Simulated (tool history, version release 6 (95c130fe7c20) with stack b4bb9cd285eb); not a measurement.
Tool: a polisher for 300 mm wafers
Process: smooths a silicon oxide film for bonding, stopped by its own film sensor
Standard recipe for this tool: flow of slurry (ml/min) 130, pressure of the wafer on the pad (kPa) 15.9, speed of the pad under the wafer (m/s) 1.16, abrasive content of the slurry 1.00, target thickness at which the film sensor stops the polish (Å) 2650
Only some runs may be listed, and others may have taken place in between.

run	hour	flow of slurry (ml/min)	pressure of the wafer on the pad (kPa)	speed of the pad under the wafer (m/s)	abrasive content of the slurry	target thickness at which the film sensor stops the polish (Å)	wafers since the last listed run	wafers polished on this pad	hours since the slurry nozzle was cleaned	hours since the head pressure was calibrated	hours since the slurry blender was calibrated	incoming thickness of the incoming film, nm	time until the film sensor stopped the polish (s)
1	0.0	130	15.9	1.16	1.00	2650	0	998	158.4	450.1	185.1	354.2	116.8
# hour 15.7: worn pad replaced by a new one
2	16.2	130	15.9	1.16	1.00	2650	124	4	174.6	466.3	201.3	351.8	114.3
# hour 48.6: slurry blender recalibrated
3	51.0	130	15.9	1.16	1.00	2650	333	338	209.4	501.1	2.4	350.0	112.9
4	57.3	130	15.9	1.16	1.00	2650	64	402	215.7	507.4	8.7	356.3	121.1
5	63.9	130	15.9	1.16	1.00	2650	67	469	222.3	514.0	15.3	344.7	104.2
6	72.0	130	15.9	1.16	1.10	2650	82	552	230.4	522.1	23.4	344.4	99.7
7	89.5	130	15.9	0.98	1.00	2650	178	730	247.9	539.6	40.9	350.7	129.2
8	96.9	130	15.9	0.98	1.00	2650	75	805	255.3	547.0	48.3	349.6	128.9
# hour 104.9: worn pad replaced by a new one
9	108.3	130	15.9	0.98	1.00	2650	75	34	266.7	558.4	59.7	346.1	121.6
10	119.3	130	15.9	1.16	1.00	2650	111	146	277.7	569.4	70.7	344.8	105.3
11	129.0	130	15.9	1.16	1.00	2650	98	244	287.4	579.1	80.4	350.0	111.6
12	141.2	130	15.9	1.16	1.00	2650	124	368	299.6	591.3	92.6	346.0	106.3
13	148.2	90	18.6	1.42	1.15	2650	71	440	306.6	598.3	99.6	349.4	80.9
# hour 153.0: slurry nozzle cleaned
14	158.2	130	15.9	1.16	1.00	2650	91	531	5.2	608.3	109.6	347.5	108.6
15	166.4	130	13.1	1.16	1.00	2650	83	615	13.4	616.5	117.8	352.2	138.1
16	179.3	130	15.9	0.86	1.00	2650	131	746	26.3	629.4	130.7	355.8	153.0
17	192.7	90	10.3	1.16	0.85	2650	136	882	39.7	642.8	144.1	349.9	193.7
# hour 197.8: worn pad replaced by a new one
# hour 206.6: head pressure recalibrated
18	209.3	130	15.9	1.16	1.00	2390	107	96	56.3	2.7	160.7	350.7	148.1
19	256.0	130	15.9	1.16	1.00	2650	475	571	103.0	49.4	207.4	350.5	113.3
20	268.8	130	15.9	1.16	0.80	2650	130	702	115.8	62.2	220.2	350.4	125.9
21	280.4	110	15.9	1.16	1.00	2650	118	820	127.4	73.8	231.8	352.2	117.3

Predict the results of run 22:
22	287.1	130	15.9	1.16	1.00	2650	68	888	134.1	80.5	238.5	352.5	?

For run 22 the tool returned time until the film sensor stopped the polish (s) 114.9.
With no hidden state in the tool, this same run would have given time until the film sensor stopped the polish (s) 114.9.
